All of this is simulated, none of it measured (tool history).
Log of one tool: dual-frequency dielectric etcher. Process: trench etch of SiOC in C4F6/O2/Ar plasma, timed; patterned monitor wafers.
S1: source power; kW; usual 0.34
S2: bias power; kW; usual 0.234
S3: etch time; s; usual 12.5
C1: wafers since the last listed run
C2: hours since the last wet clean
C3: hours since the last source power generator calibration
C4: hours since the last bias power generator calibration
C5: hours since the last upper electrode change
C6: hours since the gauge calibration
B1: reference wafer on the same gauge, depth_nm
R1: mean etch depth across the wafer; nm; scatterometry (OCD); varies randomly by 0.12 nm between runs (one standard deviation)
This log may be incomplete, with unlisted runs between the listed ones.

run	hour	S1	S2	S3	C1	C2	C3	C4	C5	C6	B1	R1
1	0	0.34	0.234	12.5	0	317	2632.7	3183.9	1630.3	310.8	28.12	27.74
2	13.8	0.34	0.234	12.5	252	330.8	2646.5	3197.7	1644.1	324.6	28.15	27.47
3	29.1	0.34	0.234	12.5	279	346.1	2661.8	3213	1659.4	339.9	28.12	27.44
4	46.5	0.34	0.234	12.5	318	363.5	2679.2	3230.4	1676.8	357.3	28.09	27.91
5	60.1	0.34	0.234	12.5	248	377.1	2692.8	3244	1690.4	370.9	28.08	27.59
6	74.9	0.34	0.234	12.5	270	391.9	2707.6	3258.8	1705.2	385.7	28.08	27.57
7	82.8	0.34	0.234	15.5	144	399.8	2715.5	3266.7	1713.1	393.6	28.11	33.93
8	91.4	0.34	0.234	15.5	157	408.4	2724.1	3275.3	1721.7	402.2	28.1	34.4
9	106.5	0.34	0.234	15.5	276	423.5	2739.2	3290.4	1736.8	417.3	28.12	34.52
# hour 112: source power generator calibrated
10	119.7	0.39	0.234	12.5	168	436.7	7.7	3303.6	1750	430.5	28.08	29.09
11	135.7	0.39	0.234	12.5	292	452.7	23.7	3319.6	1766	446.5	28.1	29.23
# hour 140: bias power generator calibrated
12	146.2	0.34	0.234	12.5	118	463.2	34.2	6.2	1776.5	457	28.1	27.78
13	161.4	0.34	0.234	12.5	278	478.4	49.4	21.4	1791.7	472.2	28.13	28.06
# hour 184.2: gauge calibrated
# hour 194.1: wet clean of the chamber
14	194.6	0.32	0.281	11	168	0.5	82.6	54.6	1824.9	10.4	28.09	24.25
15	194.9	0.34	0.234	15.5	5	0.8	82.9	54.9	1825.2	10.7	28.11	33.43
16	200.4	0.34	0.203	9	100	6.3	88.4	60.4	1830.7	16.2	28.08	18.91
17	216.1	0.34	0.234	15.5	287	22	104.1	76.1	1846.4	31.9	28.1	33.8
18	230.4	0.34	0.234	12.5	261	36.3	118.4	90.4	1860.7	46.2	28.1	27.17
19	246.6	0.27	0.234	12.5	296	52.5	134.6	106.6	1876.9	62.4	28.11	24.85
# hour 281.3: upper electrode replaced
20	281.8	0.34	0.199	12.5	204	87.7	169.8	141.8	0.5	97.6	28.11	26.47
21	300	0.3	0.234	12.5	333	105.9	188	160	18.7	115.8	28.12	26.01
22	314.4	0.42	0.217	15	263	120.3	202.4	174.4	33.1	130.2	28.09	35.03

What will run 23 give?
23	325.2	0.27	0.25	16.5	197	131.1	213.2	185.2	43.9	141	?	?

B1: 28.12
R1: 33.53 nm
Had the tool carried no hidden state, the very same run would have given R1 33.42 nm.
